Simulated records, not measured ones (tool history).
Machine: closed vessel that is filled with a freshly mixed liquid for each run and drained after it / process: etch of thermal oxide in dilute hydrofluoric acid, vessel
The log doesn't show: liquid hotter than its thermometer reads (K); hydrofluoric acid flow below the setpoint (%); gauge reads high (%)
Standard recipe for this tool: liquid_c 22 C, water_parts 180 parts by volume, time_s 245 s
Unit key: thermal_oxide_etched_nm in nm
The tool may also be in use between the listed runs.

| run | hour | liquid_c | water_parts | time_s | wafers since the last listed run | hours since the thermometer was replaced | hours since the hydrofluoric acid flow meter was replaced | hours since the gauge calibration | read-back film thickness of the thermal oxide reference wafer, read on the same gauge (nm) | thermal_oxide_etched_nm |
|---|---|---|---|---|---|---|---|---|---|---|
| 1 | 0 | 22 | 180 | 245 | 0 | 1624.4 | 1498.3 | 330.4 | 119.97 | 5.19 |
|  | 5.7 | gauge calibrated |
| 2 | 14.6 | 22 | 180 | 245 | 834 | 1639 | 1512.9 | 8.9 | 120 | 5.18 |
| 3 | 28.8 | 19.5 | 180 | 280 | 811 | 1653.2 | 1527.1 | 23.1 | 119.98 | 5.42 |
| 4 | 44.9 | 22 | 180 | 245 | 920 | 1669.3 | 1543.2 | 39.2 | 119.96 | 5.28 |
| 5 | 58.1 | 22 | 180 | 245 | 754 | 1682.5 | 1556.4 | 52.4 | 119.98 | 5.19 |
| 6 | 68.3 | 26 | 180 | 245 | 583 | 1692.7 | 1566.6 | 62.6 | 119.99 | 6.03 |
| 7 | 75.3 | 26 | 180 | 245 | 400 | 1699.7 | 1573.6 | 69.6 | 119.98 | 6.04 |
| 8 | 88.2 | 26 | 180 | 245 | 737 | 1712.6 | 1586.5 | 82.5 | 120.01 | 6 |
| 9 | 141.9 | 22 | 180 | 275 | 3070 | 1766.3 | 1640.2 | 136.2 | 120.02 | 5.98 |
| 10 | 152.5 | 22 | 180 | 245 | 606 | 1776.9 | 1650.8 | 146.8 | 120.02 | 5.13 |
| 11 | 167.3 | 22 | 180 | 245 | 846 | 1791.7 | 1665.6 | 161.6 | 120 | 5.13 |
| 12 | 180.7 | 22 | 180 | 170 | 766 | 1805.1 | 1679 | 175 | 119.99 | 3.67 |
| 13 | 195.4 | 22 | 180 | 170 | 840 | 1819.8 | 1693.7 | 189.7 | 120 | 3.59 |
| 14 | 212.3 | 25 | 125 | 285 | 966 | 1836.7 | 1710.6 | 206.6 | 120.01 | 10.28 |
|  | 235.6 | thermometer replaced |
|  | 237.1 | hydrofluoric acid flow meter replaced |
| 15 | 265.7 | 18.5 | 230 | 205 | 2938 | 30.1 | 28.6 | 260 | 120 | 2.83 |
| 16 | 277.8 | 24 | 180 | 245 | 691 | 42.2 | 40.7 | 272.1 | 120 | 5.63 |
| 17 | 286.6 | 22 | 180 | 245 | 503 | 51 | 49.5 | 280.9 | 119.98 | 5.13 |

What will run 18 give?
| 18 | 303.6 | 26.5 | 255 | 245 | 971 | 68 | 66.5 | 297.9 | ? | ? |

read-back film thickness of the thermal oxide reference wafer, read on the same gauge (nm): 120.01
thermal_oxide_etched_nm: 3.98 nm
With the hidden condition absent and the run-to-run variation left alone, this run would have shown thermal_oxide_etched_nm 3.98 nm.
